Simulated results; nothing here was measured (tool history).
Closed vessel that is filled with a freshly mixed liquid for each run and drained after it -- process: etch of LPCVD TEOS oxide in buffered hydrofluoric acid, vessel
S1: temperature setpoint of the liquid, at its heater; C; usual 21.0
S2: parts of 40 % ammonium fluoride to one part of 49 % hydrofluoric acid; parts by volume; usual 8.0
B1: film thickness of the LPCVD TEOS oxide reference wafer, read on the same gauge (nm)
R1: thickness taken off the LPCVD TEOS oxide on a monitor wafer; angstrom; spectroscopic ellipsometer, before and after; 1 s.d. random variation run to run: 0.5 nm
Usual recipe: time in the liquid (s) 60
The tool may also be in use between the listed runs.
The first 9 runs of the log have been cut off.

Run 10, day 18.850: usual settings but S2 6.0 parts by volume, time in the liquid (s) 70; B1 50.00. Result: R1 1503.7 angstrom.
Run 11, day 21.483: usual settings; B1 50.01. Result: R1 988.9 angstrom.
At day 21.975: hydrofluoric acid flow meter replaced.
Run 12, day 23.488: usual settings; B1 50.00. Result: R1 950.6 angstrom.
Run 13, day 26.467: usual settings; B1 49.98. Result: R1 944.4 angstrom.
At day 26.975: gauge calibrated.
Run 14, day 27.600: usual settings but S1 23.0 C; B1 49.99. Result: R1 1064.0 angstrom.
Run 15, day 30.296: usual settings but time in the liquid (s) 35; B1 50.00. Result: R1 556.8 angstrom.
Run 16, day 32.650: usual settings; B1 50.01. Result: R1 939.5 angstrom.
Run 17, day 35.325: usual settings; B1 50.01. Result: R1 941.6 angstrom.
Run 18, day 36.583: usual settings but S1 22.5 C, S2 10.0 parts by volume, time in the liquid (s) 45; B1 49.99. Result: R1 627.5 angstrom.
Run 19, day 37.858: usual settings but S1 24.5 C, S2 6.5 parts by volume, time in the liquid (s) 75; B1 50.00. Result: R1 1765.9 angstrom.
Run 20, day 40.162: usual settings but S1 19.0 C, S2 10.5 parts by volume, time in the liquid (s) 95; B1 50.00. Result: R1 1052.8 angstrom.
Run 21, day 42.704: usual settings; B1 50.00. Result: R1 934.1 angstrom.
Run 22, day 45.521: usual settings but S1 19.5 C, S2 6.5 parts by volume, time in the liquid (s) 95; B1 50.00. Result: R1 1683.1 angstrom.
At day 46.212: thermometer replaced.
Run 23, day 48.179: usual settings but S1 22.5 C, S2 10.0 parts by volume; B1 50.00. Result: R1 875.1 angstrom.
Run 24, day 49.367: usual settings but S2 7.0 parts by volume, time in the liquid (s) 75; B1 49.99. Result: R1 1423.3 angstrom.
Run 25, day 52.204: usual settings but S1 26.0 C, time in the liquid (s) 95; B1 49.98. Result: R1 2045.4 angstrom.
Run 26, day 58.575: usual settings but S1 23.0 C, S2 6.5 parts by volume; B1 49.97. Result: R1 1338.8 angstrom.
Run 27, day 59.988: usual settings but S1 17.0 C, S2 7.0 parts by volume, time in the liquid (s) 90; B1 50.01. Result: R1 1357.9 angstrom.
Run 28, day 61.288: usual settings but S1 17.0 C; B1 50.01. Result: R1 783.4 angstrom.
Run 29, day 62.604: usual settings but S2 5.5 parts by volume; B1 50.02. Result: R1 1376.9 angstrom.
Run 30, day 69.992: usual settings; B1 50.02. Result: R1 987.8 angstrom.
Run 31, day 71.546: usual settings but S1 18.5 C, S2 6.0 parts by volume, time in the liquid (s) 40; B1 49.98. Result: R1 752.2 angstrom.
Run 32, day 73.167: usual settings but S1 17.0 C, S2 10.0 parts by volume, time in the liquid (s) 45; B1 50.00. Result: R1 477.4 angstrom.
Run 33, day 75.396: usual settings; B1 49.99. Result: R1 980.8 angstrom.
Run 34, day 76.654: usual settings; B1 49.98. Result: R1 983.2 angstrom.

Consider 3 possible next runs. They are alternatives, not a sequence: every one starts from the tool as it was left by run 34. What does each give?
Run A, day 76.683: usual settings but S2 11.0 parts by volume; B1 ?. Result: R1 ?.
Run B, day 76.683: usual settings but S1 19.0 C, S2 9.0 parts by volume, time in the liquid (s) 75; B1 ?. Result: R1 ?.
Run C, day 76.683: usual settings but time in the liquid (s) 75; B1 ?. Result: R1 ?.

run     B1      R1
  A  49.98   732.2
  B  49.98   963.3
  C  49.98  1224.5
Without the tool's hidden state the same runs would have given:
run      R1
  A   727.0
  B   952.7
  C  1210.8
